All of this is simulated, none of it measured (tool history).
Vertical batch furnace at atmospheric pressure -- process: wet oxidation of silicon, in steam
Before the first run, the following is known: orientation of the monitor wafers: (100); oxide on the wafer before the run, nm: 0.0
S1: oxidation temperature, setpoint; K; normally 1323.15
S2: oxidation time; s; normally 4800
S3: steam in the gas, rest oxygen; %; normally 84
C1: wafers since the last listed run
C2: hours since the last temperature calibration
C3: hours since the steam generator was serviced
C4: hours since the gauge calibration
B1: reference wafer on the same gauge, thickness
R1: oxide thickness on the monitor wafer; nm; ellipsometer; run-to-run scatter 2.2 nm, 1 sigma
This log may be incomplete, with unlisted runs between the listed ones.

run    hour       S1    S2  S3   C1      C2      C3     C4      B1      R1
  1     0.0  1309.15  4800  84    0  2589.7  2074.9  310.4  672.01  561.21
  2    78.4  1323.15  3780  84  961  2668.1  2153.3  388.8  672.14  518.50
  3   109.7  1323.15  3780  84  383  2699.4  2184.6  420.1  672.27  522.09
  4   135.1  1323.15  5370  84  311  2724.8  2210.0  445.5  671.37  645.96
  5   159.3  1323.15  5370  84  296  2749.0  2234.2  469.7  671.81  647.53
  6   193.1  1323.15  5370  84  414  2782.8  2268.0  503.5  672.26  644.72
  7   205.8  1342.15  4800  84  155  2795.5  2280.7  516.2  671.87  665.49
  8   279.3  1342.15  4800  84  901  2869.0  2354.2  589.7  673.53  657.25
  9   313.1  1342.15  4800  84  414  2902.8  2388.0  623.5  672.17  658.27
 10   344.6  1323.15  4800  84  386  2934.3  2419.5  655.0  671.29  604.21
      381.2  -- thermocouples replaced and temperature profile calibrated
      404.5  -- steam generator serviced
 11   405.0  1323.15  4800  84  160    23.8     0.5  715.4  672.33  582.31
 12   410.3  1323.15  4800  84   64    29.1     5.8  720.7  672.86  582.34
 13   415.6  1323.15  5490  84   64    34.4    11.1  726.0  673.18  635.09
 14   420.9  1323.15  5970  84   64    39.7    16.4  731.3  671.47  663.69
 15   426.2  1323.15  4800  84   64    45.0    21.7  736.6  670.65  584.88
 16   447.7  1323.15  5970  84  263    66.5    43.2  758.1  671.45  665.56
 17   473.1  1323.15  3780  84  311    91.9    68.6  783.5  671.55  504.51
 18   492.4  1309.15  4800  84  236   111.2    87.9  802.8  673.06  541.54
 19   511.5  1345.15  2640  91  234   130.3   107.0  821.9  672.17  480.94
      526.0  -- gauge calibrated
 20   546.1  1323.15  4800  91  424   164.9   141.6   20.1  673.61  613.11
 21   573.2  1323.15  4800  84  332   192.0   168.7   47.2  671.83  584.78
 22   592.7  1323.15  3780  84  239   211.5   188.2   66.7  671.56  505.17
 23   617.9  1323.15  4800  84  308   236.7   213.4   91.9  671.85  584.09
 24   632.6  1348.15  3120  90  180   251.4   228.1  106.6  671.77  530.05
 25   659.3  1323.15  4800  84  327   278.1   254.8  133.3  672.93  583.59
      685.4  -- steam generator serviced, repeated, since the last time left the tool worse
 26   688.1  1323.15  4800  84   58   306.9     2.7  162.1  671.40  622.88
 27   700.1  1302.15  4800  80  147   318.9    14.7  174.1  671.68  539.83
 28   733.8  1323.15  4800  84  413   352.6    48.4  207.8  671.53  621.79
 29   748.3  1314.15  5760  84  177   367.1    62.9  222.3  671.72  665.45
 30   766.3  1323.15  6990  74  220   385.1    80.9  240.3  671.68  722.81
 31   792.5  1323.15  6150  81  321   411.3   107.1  266.5  671.56  705.45
 32   869.7  1323.15  4080  84  946   488.5   184.3  343.7  672.59  564.76
 33   901.0  1323.15  2550  84  383   519.8   215.6  375.0  671.07  421.76
 34   913.4  1323.15  5580  84  152   532.2   228.0  387.4  671.50  684.45
 35   962.6  1299.15  5730  78  603   581.4   277.2  436.6  672.04  580.41
 36   989.3  1299.15  4800  84  327   608.1   303.9  463.3  671.92  547.61
 37  1007.5  1338.15  4080  80  223   626.3   322.1  481.5  671.95  590.43
 38  1041.7  1323.15  4800  88  419   660.5   356.3  515.7  672.29  636.22

4 ways to go on from here, each from the tool as it stands after run 38. What would each give?
  A  1047.1  1323.15  4800  84  66  665.9  361.7  521.1   ?   ?
  B  1047.1  1323.15  3990  84  66  665.9  361.7  521.1   ?   ?
  C  1047.1  1332.15  2940  76  66  665.9  361.7  521.1   ?   ?
  D  1047.1  1323.15  6960  84  66  665.9  361.7  521.1   ?   ?

run      B1      R1
  A  672.26  624.86
  B  672.26  559.02
  C  672.26  457.75
  D  672.26  777.91
What these runs would have given with no unlogged condition in the tool:
run      R1
  A  625.43
  B  559.54
  C  458.19
  D  778.61

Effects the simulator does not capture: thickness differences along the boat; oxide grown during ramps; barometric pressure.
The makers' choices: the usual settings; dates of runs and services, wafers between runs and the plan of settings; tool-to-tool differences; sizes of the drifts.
